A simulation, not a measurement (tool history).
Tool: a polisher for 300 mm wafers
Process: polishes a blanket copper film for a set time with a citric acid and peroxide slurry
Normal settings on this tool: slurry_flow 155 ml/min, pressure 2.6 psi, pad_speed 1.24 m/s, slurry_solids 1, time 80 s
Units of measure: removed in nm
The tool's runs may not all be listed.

run,day,slurry_flow,pressure,pad_speed,slurry_solids,time,"incoming thickness of the incoming film, nm",removed
1,0,155,2.6,1.24,1,80,1224.8,214.8
2,0.738,155,2.6,1.24,1,80,1218.7,215.2
3,1.329,155,2.6,1.24,1,80,1207.5,215.6
4,1.596,155,2.6,1.24,1,80,1219.8,213.1
# day 2.317: slurry nozzle cleaned
5,2.338,155,2.6,1.24,0.9,80,1207.7,212.5
# day 2.829: head pressure recalibrated
# day 2.979: worn pad replaced by a new one
6,3.058,155,2.6,1.24,0.9,80,1199.9,206.7
7,3.417,155,2.6,1.24,1,80,1210,208
# day 3.621: slurry blender recalibrated
8,3.938,155,2.6,1.24,1,80,1198.3,206.7
9,4.271,155,2.6,1.24,1,80,1199.6,205
10,4.625,155,2.6,1.24,1,87,1208.8,224.1
11,5.104,155,2.6,1.24,1,80,1237.3,204.8
12,5.371,155,2.6,1.24,1,80,1216.4,208.5
13,6.221,155,2.6,1.08,1,80,1218.1,182.5
14,6.525,155,2.6,1.52,1,59,1227.7,182
15,6.867,155,2.6,1.24,1,90,1186.7,233
16,7.454,185,2.6,1.24,1,71,1216.9,187.5
# day 7.892: worn pad replaced by a new one, of another model than before
17,7.912,155,2.6,1.24,1.25,80,1212.4,210.6
18,8.342,110,2.6,1.24,1,102,1221.2,252.5
19,8.667,155,2.6,1.24,1,80,1205.3,205.5
20,9.408,195,2.6,1.24,1,90,1193.1,237.4
21,9.875,155,3.3,1.24,0.7,80,1231.8,237.1
22,10.338,125,2.6,1.24,1,80,1231.8,201.1
23,10.792,155,2.6,1.24,1,80,1192.6,207.6
24,11.292,155,2.6,1.24,1,80,1205.7,205.4
# day 11.996: worn pad replaced by a new one
25,12.017,155,2.6,1.24,1,80,1211,206.8
26,12.167,155,2.6,1.24,1,80,1216.9,205
27,12.779,155,2.6,1.24,1,80,1211.4,206.5
28,13.521,135,3.2,1.24,1,97,1226,284
29,13.875,200,1.7,1.24,0.9,101,1227.6,209.6
30,14.475,190,2.9,1.24,0.7,59,1214.4,161.6

For some of the steps in removed from one run to the next: how much would appear even if the tool had no hidden state, given the settings, what came in and random variation, and how much remains for the hidden state plus any gauge scatter that the measured result and the result without hidden state don't share?
Hidden conditions of the tool in this case: removal rate lost through wear of the pad, %; slurry flow missing at the pad, %; deviation of the head's pressure from its setpoint, %; abrasive missing from the slurry, %.
Run 1 -> 2: nothing adjusted, nothing logged. removed +0.4 nm: hidden state +0.3, all else +0.1.
Run 2 -> 3: nothing adjusted, nothing logged. removed +0.4 nm: hidden state +0.3, all else +0.1.
Run 5 -> 6: head pressure recalibrated, worn pad replaced by a new one. removed -5.8 nm: hidden state -8.3, all else +2.5.
Run 14 -> 15: pad_speed 1.52 -> 1.24, time 59 -> 90. removed +51 nm: hidden state +0.2, all else +50.8.
Run 27 -> 28: slurry_flow 155 -> 135, pressure 2.6 -> 3.2, time 80 -> 97. removed +77.5 nm: hidden state +0.3, all else +77.2.
Run 28 -> 29: slurry_flow 135 -> 200, pressure 3.2 -> 1.7, slurry_solids 1 -> 0.9, time 97 -> 101. removed -74.4 nm: hidden state -0.2, all else -74.2.
